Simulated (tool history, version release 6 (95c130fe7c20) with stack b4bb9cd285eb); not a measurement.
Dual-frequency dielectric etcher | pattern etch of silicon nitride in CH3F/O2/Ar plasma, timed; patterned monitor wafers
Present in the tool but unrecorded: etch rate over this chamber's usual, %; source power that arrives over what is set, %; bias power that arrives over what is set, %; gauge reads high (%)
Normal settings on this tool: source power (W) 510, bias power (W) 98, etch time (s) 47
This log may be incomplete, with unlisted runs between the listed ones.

run	hour	source power (W)	bias power (W)	etch time (s)	wafers since the last listed run	hours since the last wet clean	hours since the last source power generator calibration	hours since the last bias power generator calibration	hours since the last upper electrode change	hours since the gauge calibration	read-back reference wafer on the same gauge, depth_nm	mean etch depth across the wafer (angstrom)
1	0	510	98	43.5	0	120.1	3848.8	1718.3	152.2	2392.2	41.17	380.4
# hour 25.6: gauge calibrated
2	93.4	420	98	38.5	717	213.5	3942.2	1811.7	245.6	67.8	40.94	315.4
# hour 116.4: bias power generator calibrated
3	183.9	420	98	38.5	664	304	4032.7	67.5	336.1	158.3	41.02	318.3
4	280.1	510	98	47	739	400.2	4128.9	163.7	432.3	254.5	40.95	414.4
5	348.3	560	98	50.5	524	468.4	4197.1	231.9	500.5	322.7	41.03	464.1
6	429.9	480	79	51.5	627	550	4278.7	313.5	582.1	404.3	40.95	431.4
7	519.1	510	98	47	685	639.2	4367.9	402.7	671.3	493.5	40.97	422.5
# hour 536.6: source power generator calibrated
# hour 561.4: wet clean of the chamber
8	595.3	440	112	36.5	370	33.9	58.7	478.9	747.5	569.7	40.98	310.1
9	674.5	540	114	52.5	608	113.1	137.9	558.1	826.7	648.9	40.93	486.9
10	723.5	510	98	47	376	162.1	186.9	607.1	875.7	697.9	40.88	412.8
11	781.1	510	98	47	442	219.7	244.5	664.7	933.3	755.5	40.91	412.9
12	862	580	109	54.5	621	300.6	325.4	745.6	1014.2	836.4	40.94	516.7
13	939.5	510	111	47	595	378.1	402.9	823.1	1091.7	913.9	41	427.6
14	998	510	98	47	449	436.6	461.4	881.6	1150.2	972.4	40.87	418.6
15	1065.3	560	98	50.5	517	503.9	528.7	948.9	1217.5	1039.7	40.88	465.1
16	1170.8	540	114	52.5	810	609.4	634.2	1054.4	1323	1145.2	40.97	498.1
17	1263.9	640	98	37.5	715	702.5	727.3	1147.5	1416.1	1238.3	41	363.2
# hour 1292: wet clean of the chamber
18	1361.7	470	89	56	567	69.7	825.1	1245.3	1513.9	1336.1	41.1	463.4
19	1401.1	510	98	47	302	109.1	864.5	1284.7	1553.3	1375.5	41.06	410.1
20	1446.9	510	79	47	351	154.9	910.3	1330.5	1599.1	1421.3	40.9	392.9
21	1550.9	510	98	47	799	258.9	1014.3	1434.5	1703.1	1525.3	40.97	414.7
22	1598.9	470	76	47	368	306.9	1062.3	1482.5	1751.1	1573.3	40.96	383.5
23	1668.4	450	84	43	534	376.4	1131.8	1552	1820.6	1642.8	40.85	354.7
# hour 1926.7: bias power generator calibrated
24	1930.6	440	85	47	1984	638.6	1394	3.9	2082.8	1905	40.99	391.8
# hour 1984.2: wet clean of the chamber
25	1984.7	510	98	47	231	0.5	1448.1	58	2136.9	1959.1	40.98	404.7
26	2036.8	510	98	47	400	52.6	1500.2	110.1	2189	2011.2	40.95	404.1
27	2302.2	510	92	47	2039	318	1765.6	375.5	2454.4	2276.6	40.96	410.5
28	2340	400	115	47	290	355.8	1803.4	413.3	2492.2	2314.4	41.16	395
29	2418.4	510	98	47	602	434.2	1881.8	491.7	2570.6	2392.8	41.04	414.9

Each row is a separate what-if for the run after 29, all from the same tool condition, not one after another. Results?
A	2418.8	440	98	47	3	434.6	1882.2	492.1	2571	2393.2	?	?
B	2418.8	430	80	53	3	434.6	1882.2	492.1	2571	2393.2	?	?
C	2418.8	510	98	37.5	3	434.6	1882.2	492.1	2571	2393.2	?	?
D	2418.8	470	85	56	3	434.6	1882.2	492.1	2571	2393.2	?	?
E	2418.8	510	116	47	3	434.6	1882.2	492.1	2571	2393.2	?	?

run	read-back reference wafer on the same gauge, depth_nm	mean etch depth across the wafer (angstrom)
A	41.03	393.6
B	41.03	422.9
C	41.03	330.1
D	41.03	465.9
E	41.03	429.3
Stripped of hidden state, with their random variation kept, the same runs would have yielded:
run	mean etch depth across the wafer (angstrom)
A	384.9
B	413.6
C	322.9
D	455.6
E	419.8
